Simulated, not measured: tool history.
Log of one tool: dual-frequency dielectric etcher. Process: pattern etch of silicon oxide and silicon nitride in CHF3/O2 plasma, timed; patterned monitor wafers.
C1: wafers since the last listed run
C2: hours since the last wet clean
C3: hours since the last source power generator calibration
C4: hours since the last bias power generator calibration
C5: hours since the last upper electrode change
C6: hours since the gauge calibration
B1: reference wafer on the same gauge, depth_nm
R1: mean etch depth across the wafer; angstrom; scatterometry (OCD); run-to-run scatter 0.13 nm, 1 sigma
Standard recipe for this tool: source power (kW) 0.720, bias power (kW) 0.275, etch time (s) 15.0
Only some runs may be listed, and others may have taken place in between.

run 1 hour=0.0 | source_power_(kW)=0.720 bias_power_(kW)=0.275 etch_time_(s)=15.0 | C1=0 C2=431.3 C3=3410.2 C4=4262.5 C5=4862.7 C6=95.9 | B1=33.93 | R1=306.7
-- hour=39.3 wet clean of the chamber
run 2 hour=39.8 | source_power_(kW)=0.720 bias_power_(kW)=0.275 etch_time_(s)=15.0 | C1=215 C2=0.5 C3=3450.0 C4=4302.3 C5=4902.5 C6=135.7 | B1=33.97 | R1=295.5
run 3 hour=46.0 | source_power_(kW)=0.720 bias_power_(kW)=0.275 etch_time_(s)=15.0 | C1=84 C2=6.7 C3=3456.2 C4=4308.5 C5=4908.7 C6=141.9 | B1=34.06 | R1=299.4
run 4 hour=72.6 | source_power_(kW)=0.720 bias_power_(kW)=0.275 etch_time_(s)=15.0 | C1=363 C2=33.3 C3=3482.8 C4=4335.1 C5=4935.3 C6=168.5 | B1=34.01 | R1=300.7
run 5 hour=108.2 | source_power_(kW)=0.720 bias_power_(kW)=0.324 etch_time_(s)=15.0 | C1=486 C2=68.9 C3=3518.4 C4=4370.7 C5=4970.9 C6=204.1 | B1=34.03 | R1=325.4
-- hour=130.5 source power generator calibrated
run 6 hour=139.4 | source_power_(kW)=0.720 bias_power_(kW)=0.324 etch_time_(s)=15.0 | C1=371 C2=100.1 C3=8.9 C4=4401.9 C5=5002.1 C6=235.3 | B1=34.02 | R1=322.7
-- hour=171.2 bias power generator calibrated
run 7 hour=244.4 | source_power_(kW)=0.720 bias_power_(kW)=0.275 etch_time_(s)=15.0 | C1=1380 C2=205.1 C3=113.9 C4=73.2 C5=5107.1 C6=340.3 | B1=34.01 | R1=303.8
-- hour=287.6 upper electrode replaced
run 8 hour=288.1 | source_power_(kW)=0.720 bias_power_(kW)=0.275 etch_time_(s)=18.0 | C1=269 C2=248.8 C3=157.6 C4=116.9 C5=0.5 C6=384.0 | B1=34.01 | R1=359.8
run 9 hour=288.5 | source_power_(kW)=0.720 bias_power_(kW)=0.275 etch_time_(s)=15.0 | C1=5 C2=249.2 C3=158.0 C4=117.3 C5=0.9 C6=384.4 | B1=33.98 | R1=303.7
run 10 hour=295.9 | source_power_(kW)=0.720 bias_power_(kW)=0.275 etch_time_(s)=15.0 | C1=101 C2=256.6 C3=165.4 C4=124.7 C5=8.3 C6=391.8 | B1=34.03 | R1=302.7
run 11 hour=313.1 | source_power_(kW)=0.720 bias_power_(kW)=0.275 etch_time_(s)=16.0 | C1=235 C2=273.8 C3=182.6 C4=141.9 C5=25.5 C6=409.0 | B1=33.98 | R1=324.3
run 12 hour=325.1 | source_power_(kW)=0.900 bias_power_(kW)=0.333 etch_time_(s)=15.0 | C1=164 C2=285.8 C3=194.6 C4=153.9 C5=37.5 C6=421.0 | B1=33.95 | R1=358.3
run 13 hour=347.5 | source_power_(kW)=0.790 bias_power_(kW)=0.332 etch_time_(s)=11.5 | C1=306 C2=308.2 C3=217.0 C4=176.3 C5=59.9 C6=443.4 | B1=33.98 | R1=259.3
run 14 hour=367.3 | source_power_(kW)=0.720 bias_power_(kW)=0.275 etch_time_(s)=19.0 | C1=270 C2=328.0 C3=236.8 C4=196.1 C5=79.7 C6=463.2 | B1=33.98 | R1=385.8
run 15 hour=387.4 | source_power_(kW)=0.600 bias_power_(kW)=0.242 etch_time_(s)=15.0 | C1=274 C2=348.1 C3=256.9 C4=216.2 C5=99.8 C6=483.3 | B1=33.95 | R1=269.8
run 16 hour=407.1 | source_power_(kW)=0.790 bias_power_(kW)=0.275 etch_time_(s)=18.0 | C1=269 C2=367.8 C3=276.6 C4=235.9 C5=119.5 C6=503.0 | B1=34.05 | R1=378.3
-- hour=420.3 gauge calibrated
run 17 hour=437.3 | source_power_(kW)=0.540 bias_power_(kW)=0.321 etch_time_(s)=11.5 | C1=412 C2=398.0 C3=306.8 C4=266.1 C5=149.7 C6=17.0 | B1=33.99 | R1=230.3
-- hour=476.6 wet clean of the chamber
run 18 hour=477.1 | source_power_(kW)=0.860 bias_power_(kW)=0.331 etch_time_(s)=15.0 | C1=215 C2=0.5 C3=346.6 C4=305.9 C5=189.5 C6=56.8 | B1=33.98 | R1=346.0
run 19 hour=484.7 | source_power_(kW)=0.850 bias_power_(kW)=0.307 etch_time_(s)=12.5 | C1=103 C2=8.1 C3=354.2 C4=313.5 C5=197.1 C6=64.4 | B1=33.98 | R1=276.9
run 20 hour=509.3 | source_power_(kW)=0.870 bias_power_(kW)=0.234 etch_time_(s)=15.0 | C1=336 C2=32.7 C3=378.8 C4=338.1 C5=221.7 C6=89.0 | B1=33.95 | R1=297.7
run 21 hour=541.7 | source_power_(kW)=0.800 bias_power_(kW)=0.334 etch_time_(s)=15.0 | C1=442 C2=65.1 C3=411.2 C4=370.5 C5=254.1 C6=121.4 | B1=33.98 | R1=341.4
run 22 hour=572.8 | source_power_(kW)=0.720 bias_power_(kW)=0.275 etch_time_(s)=15.0 | C1=425 C2=96.2 C3=442.3 C4=401.6 C5=285.2 C6=152.5 | B1=34.02 | R1=299.6
run 23 hour=589.4 | source_power_(kW)=0.800 bias_power_(kW)=0.275 etch_time_(s)=15.0 | C1=226 C2=112.8 C3=458.9 C4=418.2 C5=301.8 C6=169.1 | B1=33.99 | R1=312.1
run 24 hour=616.0 | source_power_(kW)=0.720 bias_power_(kW)=0.275 etch_time_(s)=15.0 | C1=363 C2=139.4 C3=485.5 C4=444.8 C5=328.4 C6=195.7 | B1=34.01 | R1=299.6
run 25 hour=646.7 | source_power_(kW)=0.790 bias_power_(kW)=0.312 etch_time_(s)=18.5 | C1=419 C2=170.1 C3=516.2 C4=475.5 C5=359.1 C6=226.4 | B1=34.03 | R1=406.0
run 26 hour=659.5 | source_power_(kW)=0.630 bias_power_(kW)=0.320 etch_time_(s)=15.0 | C1=174 C2=182.9 C3=529.0 C4=488.3 C5=371.9 C6=239.2 | B1=34.03 | R1=311.2
run 27 hour=671.9 | source_power_(kW)=0.720 bias_power_(kW)=0.275 etch_time_(s)=15.0 | C1=169 C2=195.3 C3=541.4 C4=500.7 C5=384.3 C6=251.6 | B1=33.97 | R1=303.3
run 28 hour=703.6 | source_power_(kW)=0.720 bias_power_(kW)=0.235 etch_time_(s)=15.0 | C1=433 C2=227.0 C3=573.1 C4=532.4 C5=416.0 C6=283.3 | B1=33.97 | R1=283.5
run 29 hour=738.6 | source_power_(kW)=0.720 bias_power_(kW)=0.275 etch_time_(s)=15.0 | C1=478 C2=262.0 C3=608.1 C4=567.4 C5=451.0 C6=318.3 | B1=33.98 | R1=304.9

Below, some changes in R1 between adjacent runs. For each, the amount present without the hidden state too (settings, incoming material, random variation) and the amount remaining for the hidden state with gauge scatter not shared by both compared results:
Hidden state present: etch rate over this chamber's usual, %; source power that arrives over what is set, %; bias power that arrives over what is set, %; gauge reads high (%).
Run 1 -> 2: wet clean of the chamber. R1 -11.2 angstrom: hidden state -8.2, all else -3.0.
Run 13 -> 14: source power (kW) 0.790 -> 0.720, bias power (kW) 0.332 -> 0.275, etch time (s) 11.5 -> 19.0. R1 +126.5 angstrom: hidden state +3.0, all else +123.5.
Run 16 -> 17: source power (kW) 0.790 -> 0.540, bias power (kW) 0.275 -> 0.321, etch time (s) 18.0 -> 11.5, gauge calibrated. R1 -148.0 angstrom: hidden state -3.0, all else -145.0.
Run 17 -> 18: source power (kW) 0.540 -> 0.860, bias power (kW) 0.321 -> 0.331, etch time (s) 11.5 -> 15.0, wet clean of the chamber. R1 +115.7 angstrom: hidden state -5.0, all else +120.7.

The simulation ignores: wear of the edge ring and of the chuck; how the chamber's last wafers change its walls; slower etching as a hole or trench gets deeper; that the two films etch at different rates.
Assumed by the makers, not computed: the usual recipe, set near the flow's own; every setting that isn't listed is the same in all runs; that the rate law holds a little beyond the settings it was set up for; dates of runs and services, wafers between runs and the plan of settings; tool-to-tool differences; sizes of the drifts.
